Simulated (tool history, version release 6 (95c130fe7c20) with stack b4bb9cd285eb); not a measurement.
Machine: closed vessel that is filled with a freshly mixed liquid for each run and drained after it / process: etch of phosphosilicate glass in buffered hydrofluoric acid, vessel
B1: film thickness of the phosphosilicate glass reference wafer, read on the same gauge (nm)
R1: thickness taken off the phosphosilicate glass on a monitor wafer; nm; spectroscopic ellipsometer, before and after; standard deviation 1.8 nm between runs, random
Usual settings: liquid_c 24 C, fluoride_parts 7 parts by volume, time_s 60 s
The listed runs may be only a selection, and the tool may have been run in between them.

Run 1, hour 0: usual settings; B1 129.97. Result: R1 297.07 nm.
Run 2, hour 63.7: usual settings; B1 130.08. Result: R1 298.03 nm.
Run 3, hour 152.9: usual settings but liquid_c 25.5 C; B1 130.29. Result: R1 325.36 nm.
Run 4, hour 258.5: usual settings but liquid_c 25.5 C; B1 130.52. Result: R1 323.09 nm.
At hour 423.7: thermometer replaced.
Run 5, hour 507.1: usual settings but fluoride_parts 9 parts by volume; B1 131.37. Result: R1 228.32 nm.
Run 6, hour 555: usual settings but fluoride_parts 9 parts by volume; B1 131.53. Result: R1 229.45 nm.
At hour 563.6: hydrofluoric acid flow meter replaced.
Run 7, hour 675.4: usual settings; B1 132.06. Result: R1 302.52 nm.
Run 8, hour 742.5: usual settings but fluoride_parts 9 parts by volume; B1 132.4. Result: R1 234.46 nm.
Run 9, hour 848.2: usual settings but liquid_c 22.5 C, fluoride_parts 5 parts by volume, time_s 40 s; B1 132.91. Result: R1 251.11 nm.
At hour 909.8: gauge calibrated.
Run 10, hour 949.3: usual settings; B1 129.86. Result: R1 296.66 nm.
Run 11, hour 1025.2: usual settings but liquid_c 28 C, fluoride_parts 8.5 parts by volume; B1 129.83. Result: R1 299.87 nm.
Run 12, hour 1078.9: usual settings but liquid_c 27.5 C, fluoride_parts 6 parts by volume, time_s 50 s; B1 129.91. Result: R1 343.68 nm.
Run 13, hour 1115.5: usual settings but liquid_c 20.5 C, fluoride_parts 8.5 parts by volume, time_s 45 s; B1 129.98. Result: R1 149.38 nm.
Run 14, hour 1219.7: usual settings but liquid_c 28.5 C, fluoride_parts 5.5 parts by volume, time_s 80 s; B1 130.03. Result: R1 620.86 nm.

Predict each of these 3 candidate next runs independently; none follows another, all start after run 14:
Run A, hour 1220.4: usual settings but time_s 95 s; B1 ?. Result: R1 ?.
Run B, hour 1220.4: usual settings but liquid_c 27.5 C, fluoride_parts 8 parts by volume, time_s 35 s; B1 ?. Result: R1 ?.
Run C, hour 1220.4: usual settings but fluoride_parts 8 parts by volume; B1 ?. Result: R1 ?.

run     B1      R1
  A  130.1  467.54
  B  130.1  180.04
  C  130.1  255.63
The same runs, with their run-to-run variation unchanged, on a tool lacking any hidden condition would have given:
run      R1
  A  467.33
  B  179.96
  C  255.51
